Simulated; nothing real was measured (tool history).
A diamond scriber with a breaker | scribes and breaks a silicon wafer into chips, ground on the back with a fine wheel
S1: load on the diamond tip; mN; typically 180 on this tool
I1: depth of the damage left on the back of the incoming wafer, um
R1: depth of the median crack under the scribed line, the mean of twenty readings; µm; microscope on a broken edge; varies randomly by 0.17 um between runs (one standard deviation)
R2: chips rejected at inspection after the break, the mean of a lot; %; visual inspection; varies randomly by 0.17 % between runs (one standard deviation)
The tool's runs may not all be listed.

| run | hour | S1 | I1 | R1 | R2 |
|---|---|---|---|---|---|
| 1 | 0.0 | 203 | 2.35 | 9.48 | 2.43 |
| 2 | 37.6 | 180 | 1.96 | 8.42 | 2.48 |
| 3 | 88.2 | 180 | 2.42 | 8.66 | 3.10 |
| 4 | 131.7 | 163 | 2.58 | 7.76 | 6.43 |
| 5 | 161.4 | 200 | 2.54 | 8.43 | 3.44 |
| 6 | 196.4 | 180 | 2.11 | 8.02 | 3.77 |
| 7 | 228.7 | 180 | 1.71 | 7.88 | 3.71 |
| 8 | 295.6 | 180 | 1.67 | 7.70 | 4.44 |
|  | 348.4 | diamond tip replaced by a new one |
| 9 | 350.4 | 180 | 2.65 | 8.82 | 3.67 |
| 10 | 395.4 | 180 | 2.81 | 8.76 | 4.21 |
| 11 | 431.4 | 180 | 2.59 | 8.52 | 3.11 |
| 12 | 493.4 | 180 | 1.75 | 8.54 | 2.10 |
| 13 | 551.6 | 180 | 2.73 | 8.49 | 4.44 |
| 14 | 617.3 | 180 | 2.85 | 8.53 | 4.92 |
| 15 | 647.9 | 180 | 1.54 | 8.48 | 2.23 |
| 16 | 863.8 | 180 | 2.80 | 7.18 | 9.79 |
|  | 874.4 | diamond tip replaced by a new one |
| 17 | 920.9 | 180 | 2.09 | 8.88 | 2.49 |
| 18 | 961.4 | 138 | 2.49 | 7.59 | 7.47 |
|  | 976.6 | load on the tip recalibrated |
| 19 | 1032.4 | 221 | 1.51 | 9.47 | 2.78 |
| 20 | 1070.1 | 228 | 1.52 | 10.12 | 3.06 |
| 21 | 1096.3 | 160 | 2.87 | 8.16 | 6.88 |
| 22 | 1163.4 | 180 | 2.37 | 8.35 | 3.44 |
| 23 | 1283.2 | 180 | 2.35 | 7.64 | 4.46 |
| 24 | 1330.7 | 231 | 2.93 | 9.08 | 4.69 |
| 25 | 1374.2 | 208 | 1.54 | 8.05 | 2.71 |
|  | 1398.9 | diamond tip replaced by a new one |
| 26 | 1438.6 | 128 | 2.57 | 7.12 | 10.28 |
| 27 | 1491.2 | 180 | 2.17 | 8.57 | 2.59 |
| 28 | 1546.1 | 197 | 1.71 | 8.99 | 1.98 |
| 29 | 1614.9 | 233 | 2.75 | 10.19 | 4.11 |
| 30 | 1682.8 | 180 | 2.07 | 8.22 | 2.64 |
| 31 | 1709.3 | 194 | 1.59 | 8.72 | 1.68 |
| 32 | 1733.6 | 155 | 2.29 | 7.46 | 7.03 |
| 33 | 1765.3 | 196 | 2.55 | 8.52 | 3.95 |

Forecast each of these 3 alternatives for the next run:
| A | 1765.8 | 180 | 2.78 | ? | ? |
| B | 1765.8 | 230 | 2.78 | ? | ? |
| C | 1765.8 | 136 | 2.78 | ? | ? |

| run | R1 | R2 |
|---|---|---|
| A | 7.79 | 6.27 |
| B | 9.10 | 3.95 |
| C | 6.55 | 15.05 |
The same runs, with their run-to-run variation unchanged, on a tool lacking any hidden condition would have given:
| run | R1 | R2 |
|---|---|---|
| A | 8.69 | 4.08 |
| B | 10.15 | 5.49 |
| C | 7.30 | 8.86 |

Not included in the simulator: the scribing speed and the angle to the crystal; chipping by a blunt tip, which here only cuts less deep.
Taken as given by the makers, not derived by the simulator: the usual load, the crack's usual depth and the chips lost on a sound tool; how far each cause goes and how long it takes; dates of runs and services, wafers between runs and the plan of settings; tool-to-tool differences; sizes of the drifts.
